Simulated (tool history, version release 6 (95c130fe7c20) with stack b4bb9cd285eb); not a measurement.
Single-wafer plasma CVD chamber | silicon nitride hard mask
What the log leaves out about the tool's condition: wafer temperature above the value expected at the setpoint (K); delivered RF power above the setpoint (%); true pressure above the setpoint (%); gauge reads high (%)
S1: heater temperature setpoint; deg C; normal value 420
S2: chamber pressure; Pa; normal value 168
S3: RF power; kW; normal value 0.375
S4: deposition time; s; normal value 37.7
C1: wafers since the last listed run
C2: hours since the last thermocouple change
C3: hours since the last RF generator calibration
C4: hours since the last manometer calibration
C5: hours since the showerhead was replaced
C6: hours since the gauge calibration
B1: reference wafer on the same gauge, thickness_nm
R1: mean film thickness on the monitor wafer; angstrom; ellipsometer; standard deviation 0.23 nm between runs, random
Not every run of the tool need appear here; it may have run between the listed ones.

{"run": 1, "day": 0.0, "S1": 420, "S2": 168, "S3": 0.375, "S4": 37.7, "C1": 0, "C2": 23.0, "C3": 2243.5, "C4": 1502.6, "C5": 6833.3, "C6": 239.8, "B1": 36.275, "R1": 431.28}
{"run": 2, "day": 2.729, "S1": 409, "S2": 168, "S3": 0.375, "S4": 37.7, "C1": 1709, "C2": 88.5, "C3": 2309.0, "C4": 1568.1, "C5": 6898.8, "C6": 305.3, "B1": 36.343, "R1": 435.04}
{"run": 3, "day": 5.275, "S1": 409, "S2": 168, "S3": 0.375, "S4": 37.7, "C1": 1594, "C2": 149.6, "C3": 2370.1, "C4": 1629.2, "C5": 6959.9, "C6": 366.4, "B1": 36.319, "R1": 426.23}
{"run": 4, "day": 6.638, "S1": 420, "S2": 168, "S3": 0.335, "S4": 37.7, "C1": 853, "C2": 182.3, "C3": 2402.8, "C4": 1661.9, "C5": 6992.6, "C6": 399.1, "B1": 36.323, "R1": 407.8}
{"day": 9.212, "done": "RF generator calibrated"}
{"run": 5, "day": 9.738, "S1": 420, "S2": 168, "S3": 0.335, "S4": 37.7, "C1": 1732, "C2": 256.7, "C3": 12.6, "C4": 1736.3, "C5": 7067.0, "C6": 473.5, "B1": 36.294, "R1": 421.74}
{"day": 11.283, "done": "capacitance manometer re-zeroed and calibrated"}
{"run": 6, "day": 11.304, "S1": 420, "S2": 168, "S3": 0.335, "S4": 37.7, "C1": 772, "C2": 294.3, "C3": 50.2, "C4": 0.5, "C5": 7104.6, "C6": 511.1, "B1": 36.239, "R1": 424.0}
{"day": 13.5, "done": "showerhead replaced"}
{"run": 7, "day": 13.858, "S1": 420, "S2": 168, "S3": 0.375, "S4": 37.7, "C1": 1390, "C2": 355.6, "C3": 111.5, "C4": 61.8, "C5": 8.6, "C6": 572.4, "B1": 36.289, "R1": 446.25}
{"run": 8, "day": 15.425, "S1": 420, "S2": 168, "S3": 0.375, "S4": 37.7, "C1": 981, "C2": 393.2, "C3": 149.1, "C4": 99.4, "C5": 46.2, "C6": 610.0, "B1": 36.325, "R1": 443.16}
{"run": 9, "day": 16.621, "S1": 420, "S2": 136, "S3": 0.375, "S4": 44.2, "C1": 748, "C2": 421.9, "C3": 177.8, "C4": 128.1, "C5": 74.9, "C6": 638.7, "B1": 36.276, "R1": 494.32}
{"run": 10, "day": 18.971, "S1": 420, "S2": 168, "S3": 0.375, "S4": 37.7, "C1": 1471, "C2": 478.3, "C3": 234.2, "C4": 184.5, "C5": 131.3, "C6": 695.1, "B1": 36.279, "R1": 443.51}
{"run": 11, "day": 20.983, "S1": 420, "S2": 168, "S3": 0.375, "S4": 37.7, "C1": 1260, "C2": 526.6, "C3": 282.5, "C4": 232.8, "C5": 179.6, "C6": 743.4, "B1": 36.357, "R1": 438.85}
{"run": 12, "day": 23.417, "S1": 434, "S2": 168, "S3": 0.345, "S4": 37.7, "C1": 1523, "C2": 585.0, "C3": 340.9, "C4": 291.2, "C5": 238.0, "C6": 801.8, "B1": 36.311, "R1": 426.87}
{"run": 13, "day": 24.879, "S1": 420, "S2": 137, "S3": 0.425, "S4": 44.0, "C1": 915, "C2": 620.1, "C3": 376.0, "C4": 326.3, "C5": 273.1, "C6": 836.9, "B1": 36.277, "R1": 519.74}
{"run": 14, "day": 26.704, "S1": 420, "S2": 157, "S3": 0.445, "S4": 37.7, "C1": 1142, "C2": 663.9, "C3": 419.8, "C4": 370.1, "C5": 316.9, "C6": 880.7, "B1": 36.219, "R1": 467.84}
{"run": 15, "day": 28.921, "S1": 420, "S2": 168, "S3": 0.315, "S4": 37.7, "C1": 1388, "C2": 717.1, "C3": 473.0, "C4": 423.3, "C5": 370.1, "C6": 933.9, "B1": 36.287, "R1": 413.59}
{"run": 16, "day": 31.621, "S1": 415, "S2": 168, "S3": 0.375, "S4": 37.7, "C1": 1690, "C2": 781.9, "C3": 537.8, "C4": 488.1, "C5": 434.9, "C6": 998.7, "B1": 36.36, "R1": 445.48}
{"day": 32.558, "done": "gauge calibrated"}
{"run": 17, "day": 33.079, "S1": 420, "S2": 168, "S3": 0.375, "S4": 41.0, "C1": 913, "C2": 816.9, "C3": 572.8, "C4": 523.1, "C5": 469.9, "C6": 12.5, "B1": 36.296, "R1": 485.0}
{"run": 18, "day": 34.642, "S1": 420, "S2": 188, "S3": 0.375, "S4": 43.0, "C1": 978, "C2": 854.4, "C3": 610.3, "C4": 560.6, "C5": 507.4, "C6": 50.0, "B1": 36.333, "R1": 521.21}
{"run": 19, "day": 36.442, "S1": 420, "S2": 168, "S3": 0.375, "S4": 37.7, "C1": 1127, "C2": 897.6, "C3": 653.5, "C4": 603.8, "C5": 550.6, "C6": 93.2, "B1": 36.347, "R1": 442.42}
{"run": 20, "day": 37.625, "S1": 420, "S2": 168, "S3": 0.375, "S4": 37.7, "C1": 741, "C2": 926.0, "C3": 681.9, "C4": 632.2, "C5": 579.0, "C6": 121.6, "B1": 36.283, "R1": 439.23}
{"run": 21, "day": 38.654, "S1": 420, "S2": 168, "S3": 0.375, "S4": 31.1, "C1": 644, "C2": 950.7, "C3": 706.6, "C4": 656.9, "C5": 603.7, "C6": 146.3, "B1": 36.295, "R1": 363.83}
{"run": 22, "day": 40.871, "S1": 412, "S2": 168, "S3": 0.43, "S4": 37.7, "C1": 1388, "C2": 1003.9, "C3": 759.8, "C4": 710.1, "C5": 656.9, "C6": 199.5, "B1": 36.363, "R1": 471.0}
{"run": 23, "day": 41.896, "S1": 420, "S2": 205, "S3": 0.435, "S4": 32.7, "C1": 641, "C2": 1028.5, "C3": 784.4, "C4": 734.7, "C5": 681.5, "C6": 224.1, "B1": 36.285, "R1": 432.29}
{"day": 42.304, "done": "thermocouple changed; heater temperature recalibrated"}
{"run": 24, "day": 43.8, "S1": 420, "S2": 168, "S3": 0.375, "S4": 30.3, "C1": 983, "C2": 35.9, "C3": 830.1, "C4": 780.4, "C5": 727.2, "C6": 269.8, "B1": 36.304, "R1": 354.3}
{"run": 25, "day": 45.796, "S1": 409, "S2": 168, "S3": 0.375, "S4": 37.7, "C1": 1249, "C2": 83.8, "C3": 878.0, "C4": 828.3, "C5": 775.1, "C6": 317.7, "B1": 36.227, "R1": 445.83}
{"run": 26, "day": 48.108, "S1": 409, "S2": 145, "S3": 0.375, "S4": 44.7, "C1": 1448, "C2": 139.3, "C3": 933.5, "C4": 883.8, "C5": 830.6, "C6": 373.2, "B1": 36.351, "R1": 505.89}
{"run": 27, "day": 49.612, "S1": 412, "S2": 168, "S3": 0.325, "S4": 37.7, "C1": 942, "C2": 175.4, "C3": 969.6, "C4": 919.9, "C5": 866.7, "C6": 409.3, "B1": 36.269, "R1": 419.55}
{"run": 28, "day": 52.154, "S1": 434, "S2": 168, "S3": 0.355, "S4": 32.7, "C1": 1591, "C2": 236.4, "C3": 1030.6, "C4": 980.9, "C5": 927.7, "C6": 470.3, "B1": 36.352, "R1": 370.52}
{"run": 29, "day": 53.329, "S1": 420, "S2": 208, "S3": 0.375, "S4": 37.7, "C1": 735, "C2": 264.6, "C3": 1058.8, "C4": 1009.1, "C5": 955.9, "C6": 498.5, "B1": 36.318, "R1": 463.13}

Here are 4 independent what-if runs from the current tool condition. What would each one return?
{"run": "A", "day": 53.346, "S1": 420, "S2": 168, "S3": 0.375, "S4": 44.0, "C1": 10, "C2": 265.0, "C3": 1059.2, "C4": 1009.5, "C5": 956.3, "C6": 498.9, "B1": "?", "R1": "?"}
{"run": "B", "day": 53.346, "S1": 420, "S2": 168, "S3": 0.375, "S4": 35.7, "C1": 10, "C2": 265.0, "C3": 1059.2, "C4": 1009.5, "C5": 956.3, "C6": 498.9, "B1": "?", "R1": "?"}
{"run": "C", "day": 53.346, "S1": 432, "S2": 168, "S3": 0.375, "S4": 37.7, "C1": 10, "C2": 265.0, "C3": 1059.2, "C4": 1009.5, "C5": 956.3, "C6": 498.9, "B1": "?", "R1": "?"}
{"run": "D", "day": 53.346, "S1": 420, "S2": 179, "S3": 0.375, "S4": 37.7, "C1": 10, "C2": 265.0, "C3": 1059.2, "C4": 1009.5, "C5": 956.3, "C6": 498.9, "B1": "?", "R1": "?"}

run=A B1=36.238 R1=513.28
run=B B1=36.238 R1=416.64
run=C B1=36.238 R1=437.20
run=D B1=36.238 R1=447.05
Take away the tool's hidden state, keep each run's random variation, and the runs would have read:
run=A R1=519.05
run=B R1=421.33
run=C R1=442.12
run=D R1=452.08

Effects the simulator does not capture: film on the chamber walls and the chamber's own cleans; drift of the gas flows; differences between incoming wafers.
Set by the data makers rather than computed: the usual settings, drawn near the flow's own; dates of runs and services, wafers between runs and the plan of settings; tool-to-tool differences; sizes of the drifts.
